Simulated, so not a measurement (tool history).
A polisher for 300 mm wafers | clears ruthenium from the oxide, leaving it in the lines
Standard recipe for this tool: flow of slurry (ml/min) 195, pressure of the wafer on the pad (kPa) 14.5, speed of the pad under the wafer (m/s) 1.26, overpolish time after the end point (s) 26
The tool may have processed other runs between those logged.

| run | hour | flow of slurry (ml/min) | pressure of the wafer on the pad (kPa) | speed of the pad under the wafer (m/s) | overpolish time after the end point (s) | wafers since the last listed run | wafers polished on this pad | hours since the slurry nozzle was cleaned | hours since the head pressure was calibrated | incoming thickness of the incoming film, nm | time until the end point was called (s) |
|---|---|---|---|---|---|---|---|---|---|---|---|
| 1 | 0 | 195 | 14.5 | 1.26 | 26 | 0 | 217 | 231.7 | 119 | 190 | 123.8 |
| 2 | 9.1 | 195 | 14.5 | 1.26 | 26 | 46 | 264 | 240.8 | 128.1 | 190.9 | 125.7 |
| 3 | 20.6 | 195 | 14.5 | 1.26 | 26 | 58 | 322 | 252.3 | 139.6 | 191.5 | 125 |
| 4 | 35 | 230 | 14.5 | 1.26 | 22 | 73 | 395 | 266.7 | 154 | 188.9 | 120.8 |
| 5 | 45.8 | 195 | 14.5 | 1.26 | 26 | 54 | 450 | 277.5 | 164.8 | 187.4 | 122.3 |
| 6 | 56.6 | 195 | 14.5 | 1.26 | 26 | 54 | 505 | 288.3 | 175.6 | 190 | 127.9 |
| 7 | 69.7 | 195 | 14.5 | 1.26 | 26 | 66 | 571 | 301.4 | 188.7 | 192.2 | 123.9 |
| 8 | 85.4 | 195 | 14.5 | 1.26 | 26 | 79 | 651 | 317.1 | 204.4 | 185.9 | 122.2 |
| 9 | 96.5 | 195 | 14.5 | 1.26 | 26 | 56 | 708 | 328.2 | 215.5 | 194.3 | 125.4 |
| 10 | 110.4 | 195 | 14.5 | 1.26 | 26 | 70 | 778 | 342.1 | 229.4 | 192.1 | 123.7 |
| 11 | 124.5 | 195 | 14.5 | 1.26 | 26 | 71 | 850 | 356.2 | 243.5 | 191.3 | 126.4 |
| 12 | 138.4 | 195 | 10.3 | 1.26 | 26 | 70 | 920 | 370.1 | 257.4 | 190.8 | 175 |
|  | 147.9 | slurry nozzle cleaned |
|  | 148 | worn pad replaced by a new one |
| 13 | 149.2 | 260 | 14.5 | 1.26 | 20 | 49 | 6 | 1.3 | 268.2 | 191.5 | 123.1 |
| 14 | 158.2 | 155 | 17.2 | 1.26 | 12 | 45 | 51 | 10.3 | 277.2 | 190.8 | 107.5 |
| 15 | 166.8 | 215 | 13.1 | 1.06 | 18 | 43 | 95 | 18.9 | 285.8 | 190 | 164.3 |
| 16 | 174.3 | 195 | 14.5 | 1.66 | 31 | 38 | 133 | 26.4 | 293.3 | 192.9 | 95.6 |
| 17 | 183.9 | 195 | 14.5 | 1.26 | 26 | 48 | 182 | 36 | 302.9 | 189 | 124.2 |
|  | 196.1 | head pressure recalibrated |
| 18 | 201.8 | 195 | 14.5 | 1.26 | 26 | 80 | 263 | 53.9 | 5.7 | 188.5 | 124.2 |
| 19 | 214.6 | 195 | 12.4 | 1.26 | 34 | 65 | 328 | 66.7 | 18.5 | 188.7 | 144.2 |
| 20 | 221.4 | 195 | 14.5 | 1.42 | 26 | 34 | 362 | 73.5 | 25.3 | 189.3 | 107.4 |
| 21 | 238.3 | 165 | 10.3 | 1.26 | 26 | 85 | 448 | 90.4 | 42.2 | 193 | 180.5 |
| 22 | 248.4 | 195 | 12.4 | 1.26 | 34 | 51 | 499 | 100.5 | 52.3 | 189.5 | 144.5 |

What differs in the tool's unlogged condition from the final listed run ahead of each entry between runs to the first listed run following it?
From run 12 to run 13: slurry nozzle cleaned (hour 147.9); worn pad replaced by a new one (hour 148)
  the hidden state is the same at both runs
From run 17 to run 18: head pressure recalibrated (hour 196.1)
  the hidden state is the same at both runs
